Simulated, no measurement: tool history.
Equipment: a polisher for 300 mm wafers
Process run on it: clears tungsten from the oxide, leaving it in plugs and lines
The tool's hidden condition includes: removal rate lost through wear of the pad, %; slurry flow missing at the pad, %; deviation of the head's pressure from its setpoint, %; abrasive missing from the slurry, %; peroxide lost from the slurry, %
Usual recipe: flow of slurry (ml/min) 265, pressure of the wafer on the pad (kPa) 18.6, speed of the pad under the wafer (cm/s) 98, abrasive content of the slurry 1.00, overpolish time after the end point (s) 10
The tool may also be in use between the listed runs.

run,day,flow of slurry (ml/min),pressure of the wafer on the pad (kPa),speed of the pad under the wafer (cm/s),abrasive content of the slurry,overpolish time after the end point (s),wafers since the last listed run,wafers polished on this pad,hours since the slurry nozzle was cleaned,hours since the head pressure was calibrated,hours since the slurry blender was calibrated,hours since the slurry got fresh peroxide,"incoming thickness of the incoming film, nm",time until the end point was called (s)
1,0.000,265,18.6,98,1.00,10,0,1336,557.6,722.6,41.8,34.1,283.7,105.1
2,1.429,265,18.6,98,1.00,10,395,1731,591.9,756.9,76.1,68.4,292.9,113.8
3,2.708,265,18.6,104,1.00,10,353,2085,622.6,787.6,106.8,99.1,284.5,106.5
4,3.371,265,18.6,104,1.00,10,183,2268,638.5,803.5,122.7,115.0,289.8,110.4
# day 3.525: slurry nozzle cleaned
# day 4.375: worn pad replaced by a new one
5,4.567,265,18.6,98,1.00,10,273,53,25.0,832.2,151.4,143.7,284.7,103.5
6,5.717,265,18.6,98,1.00,7,318,371,52.6,859.8,179.0,171.3,285.9,106.6
# day 6.212: slurry blender recalibrated
7,6.400,185,21.4,98,1.00,15,165,537,69.0,876.2,4.5,187.7,285.7,90.8
8,6.979,185,21.4,98,1.00,15,160,697,82.9,890.1,18.4,201.6,292.5,92.9
# day 7.188: slurry tank refilled with fresh slurry and peroxide
9,8.183,265,18.6,98,1.00,10,321,1018,111.8,919.0,47.3,23.9,288.1,107.6
10,9.617,265,18.6,98,1.00,10,396,1415,146.2,953.4,81.7,58.3,287.6,112.2
11,10.225,265,18.6,98,1.00,10,168,1583,160.8,968.0,96.3,72.9,285.2,111.2
# day 10.521: head pressure recalibrated
12,11.262,265,18.6,98,1.00,13,263,1847,185.7,17.8,121.2,97.8,295.9,117.4
13,12.171,265,18.6,98,1.00,10,251,2099,207.5,39.6,143.0,119.6,288.9,115.6
# day 13.192: worn pad replaced by a new one
14,13.588,335,23.4,116,1.00,5,345,109,241.5,73.6,177.0,153.6,295.8,71.2
# day 14.133: slurry blender recalibrated
15,14.733,215,18.6,124,0.85,12,293,403,269.0,101.1,14.4,181.1,287.4,86.5
16,15.542,265,18.6,108,1.00,10,223,627,288.4,120.5,33.8,200.5,292.4,96.7
17,16.308,180,16.5,98,1.00,10,212,839,306.8,138.9,52.2,218.9,288.5,124.0
# day 16.788: slurry tank refilled with fresh slurry and peroxide
18,17.262,265,18.6,98,1.00,15,252,1091,329.7,161.8,75.1,11.4,290.0,112.0
19,18.438,265,18.6,98,1.00,10,325,1416,357.9,190.0,103.3,39.6,290.1,114.3
20,19.308,265,14.5,98,1.00,10,240,1657,378.8,210.9,124.2,60.5,292.2,148.3
21,19.846,240,18.6,70,1.00,14,148,1806,391.7,223.8,137.1,73.4,289.2,161.3
# day 22.871: worn pad replaced by a new one
22,22.892,265,18.6,98,1.00,10,796,5,464.8,296.9,210.2,146.5,290.2,108.8
# day 23.238: slurry blender recalibrated
23,24.254,265,24.8,98,1.00,10,353,359,497.5,329.6,24.4,179.2,288.0,76.8
24,24.888,350,16.5,98,1.00,10,175,534,512.7,344.8,39.6,194.4,293.7,115.1
# day 25.208: slurry tank refilled with fresh slurry and peroxide
25,26.358,265,18.6,98,1.00,10,395,929,548.0,380.1,74.9,27.6,286.9,110.2
26,27.492,210,24.1,98,1.00,10,313,1243,575.2,407.3,102.1,54.8,286.8,87.4

Alternative continuations, all from the tool just after run 26; predict every row:
A,27.508,265,18.6,98,1.00,16,4,1247,575.6,407.7,102.5,55.2,290.4,?
B,27.508,265,18.6,98,1.15,10,4,1247,575.6,407.7,102.5,55.2,290.4,?
C,27.508,180,13.1,98,0.85,5,4,1247,575.6,407.7,102.5,55.2,290.4,?
D,27.508,320,18.6,98,1.00,6,4,1247,575.6,407.7,102.5,55.2,290.4,?

run,time until the end point was called (s)
A,111.2
B,107.0
C,168.9
D,109.8
What these runs would have given with no unlogged condition in the tool:
run,time until the end point was called (s)
A,94.3
B,90.7
C,144.2
D,93.2
